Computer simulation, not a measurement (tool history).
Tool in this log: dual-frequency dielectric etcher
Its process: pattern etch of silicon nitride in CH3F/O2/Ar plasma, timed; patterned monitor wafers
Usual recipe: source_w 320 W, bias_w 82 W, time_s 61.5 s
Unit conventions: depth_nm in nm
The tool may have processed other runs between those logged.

| run | day | source_w | bias_w | time_s | wafers since the last listed run | hours since the last wet clean | hours since the last source power generator calibration | hours since the last bias power generator calibration | hours since the last upper electrode change | hours since the gauge calibration | read-back reference wafer on the same gauge, depth_nm | depth_nm |
|---|---|---|---|---|---|---|---|---|---|---|---|---|
| 1 | 0.000 | 320 | 73 | 61.5 | 0 | 326.2 | 2884.0 | 3786.5 | 5427.9 | 226.5 | 48.62 | 37.70 |
| 2 | 2.721 | 320 | 73 | 61.5 | 829 | 391.5 | 2949.3 | 3851.8 | 5493.2 | 291.8 | 48.63 | 37.63 |
| 3 | 5.583 | 360 | 82 | 61.5 | 872 | 460.2 | 3018.0 | 3920.5 | 5561.9 | 360.5 | 48.55 | 41.56 |
|  | 7.508 | wet clean of the chamber |
| 4 | 7.529 | 360 | 82 | 61.5 | 288 | 0.5 | 3064.7 | 3967.2 | 5608.6 | 407.2 | 48.52 | 42.34 |
| 5 | 8.950 | 320 | 82 | 61.5 | 433 | 34.6 | 3098.8 | 4001.3 | 5642.7 | 441.3 | 48.37 | 40.54 |
|  | 10.767 | upper electrode replaced |
| 6 | 10.783 | 320 | 82 | 61.5 | 254 | 78.6 | 3142.8 | 4045.3 | 0.4 | 485.3 | 48.46 | 40.59 |
| 7 | 13.125 | 350 | 82 | 61.5 | 713 | 134.8 | 3199.0 | 4101.5 | 56.6 | 541.5 | 48.59 | 41.65 |
| 8 | 15.138 | 350 | 82 | 61.5 | 613 | 183.1 | 3247.3 | 4149.8 | 104.9 | 589.8 | 48.47 | 41.64 |
| 9 | 16.508 | 350 | 82 | 61.5 | 417 | 216.0 | 3280.2 | 4182.7 | 137.8 | 622.7 | 48.44 | 41.11 |
| 10 | 19.062 | 280 | 82 | 61.5 | 778 | 277.3 | 3341.5 | 4244.0 | 199.1 | 684.0 | 48.48 | 38.49 |
|  | 20.504 | source power generator calibrated |
| 11 | 20.525 | 280 | 77 | 77.5 | 395 | 312.4 | 0.5 | 4279.1 | 234.2 | 719.1 | 48.45 | 47.17 |
| 12 | 22.138 | 320 | 73 | 61.5 | 491 | 351.1 | 39.2 | 4317.8 | 272.9 | 757.8 | 48.49 | 37.73 |
|  | 24.562 | wet clean of the chamber |
| 13 | 24.583 | 370 | 82 | 66.5 | 440 | 0.5 | 97.9 | 4376.5 | 331.6 | 816.5 | 48.57 | 45.82 |
| 14 | 25.471 | 320 | 82 | 61.5 | 270 | 21.8 | 119.2 | 4397.8 | 352.9 | 837.8 | 48.39 | 41.15 |

For run 15, what comes out?
|  | 27.621 | bias power generator calibrated |
|  | 27.708 | gauge calibrated |
| 15 | 28.229 | 320 | 82 | 61.5 | 790 | 88.0 | 185.4 | 14.6 | 419.1 | 12.5 | ? | ? |

For run 15 the tool returned read-back reference wafer on the same gauge, depth_nm 48.49, depth_nm 40.81 nm.
With the hidden condition absent and the run-to-run variation left alone, this run would have shown depth_nm 41.06 nm.
